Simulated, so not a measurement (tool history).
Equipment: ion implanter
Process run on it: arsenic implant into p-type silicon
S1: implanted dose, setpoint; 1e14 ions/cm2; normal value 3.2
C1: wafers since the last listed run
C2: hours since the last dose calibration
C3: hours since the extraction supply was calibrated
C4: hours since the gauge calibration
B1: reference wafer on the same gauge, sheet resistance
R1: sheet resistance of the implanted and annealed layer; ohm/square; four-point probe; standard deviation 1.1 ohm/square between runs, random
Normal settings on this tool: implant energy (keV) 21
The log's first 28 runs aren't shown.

{"run": 29, "hour": 2121.8, "S1": 2.9, "implant energy (keV)": 19, "C1": 835, "C2": 659.8, "C3": 918.3, "C4": 297.8, "B1": 272.07, "R1": 327.21}
{"run": 30, "hour": 2166.4, "S1": 3.88, "implant energy (keV)": 19, "C1": 615, "C2": 704.4, "C3": 962.9, "C4": 342.4, "B1": 271.8, "R1": 262.89}
{"run": 31, "hour": 2240.7, "S1": 2.73, "implant energy (keV)": 21, "C1": 1024, "C2": 778.7, "C3": 1037.2, "C4": 416.7, "B1": 272.15, "R1": 340.89}
{"run": 32, "hour": 2295.0, "S1": 3.76, "implant energy (keV)": 15, "C1": 748, "C2": 833, "C3": 1091.5, "C4": 471, "B1": 272.08, "R1": 274.1}
{"run": 33, "hour": 2371.9, "S1": 3.95, "implant energy (keV)": 26, "C1": 1060, "C2": 909.9, "C3": 1168.4, "C4": 547.9, "B1": 271.89, "R1": 247.94}
{"run": 34, "hour": 2478.9, "S1": 3.2, "implant energy (keV)": 21, "C1": 1475, "C2": 1016.9, "C3": 1275.4, "C4": 654.9, "B1": 272.22, "R1": 301.36}
{"run": 35, "hour": 2530.8, "S1": 4.12, "implant energy (keV)": 27, "C1": 715, "C2": 1068.8, "C3": 1327.3, "C4": 706.8, "B1": 271.88, "R1": 238.93}
{"run": 36, "hour": 2618.7, "S1": 3.66, "implant energy (keV)": 18, "C1": 1212, "C2": 1156.7, "C3": 1415.2, "C4": 794.7, "B1": 272.01, "R1": 276.22}
{"run": 37, "hour": 2802.5, "S1": 3.86, "implant energy (keV)": 14, "C1": 2534, "C2": 1340.5, "C3": 1599, "C4": 978.5, "B1": 272.04, "R1": 272.25}
{"run": 38, "hour": 2863.3, "S1": 3.95, "implant energy (keV)": 17, "C1": 838, "C2": 1401.3, "C3": 1659.8, "C4": 1039.3, "B1": 271.87, "R1": 261.6}

3 options for the next run, each taken on its own from the tool as it stands now. Forecast them:
{"run": "A", "hour": 2863.7, "S1": 2.51, "implant energy (keV)": 21, "C1": 5, "C2": 1401.7, "C3": 1660.2, "C4": 1039.7, "B1": "?", "R1": "?"}
{"run": "B", "hour": 2863.7, "S1": 2.91, "implant energy (keV)": 21, "C1": 5, "C2": 1401.7, "C3": 1660.2, "C4": 1039.7, "B1": "?", "R1": "?"}
{"run": "C", "hour": 2863.7, "S1": 3.95, "implant energy (keV)": 14, "C1": 5, "C2": 1401.7, "C3": 1660.2, "C4": 1039.7, "B1": "?", "R1": "?"}

run=A B1=272.14 R1=360.09
run=B B1=272.14 R1=321.84
run=C B1=272.14 R1=266.56
With the hidden condition removed and each run's random variation left untouched, the same runs would have given:
run=A R1=360.09
run=B R1=321.84
run=C R1=266.56

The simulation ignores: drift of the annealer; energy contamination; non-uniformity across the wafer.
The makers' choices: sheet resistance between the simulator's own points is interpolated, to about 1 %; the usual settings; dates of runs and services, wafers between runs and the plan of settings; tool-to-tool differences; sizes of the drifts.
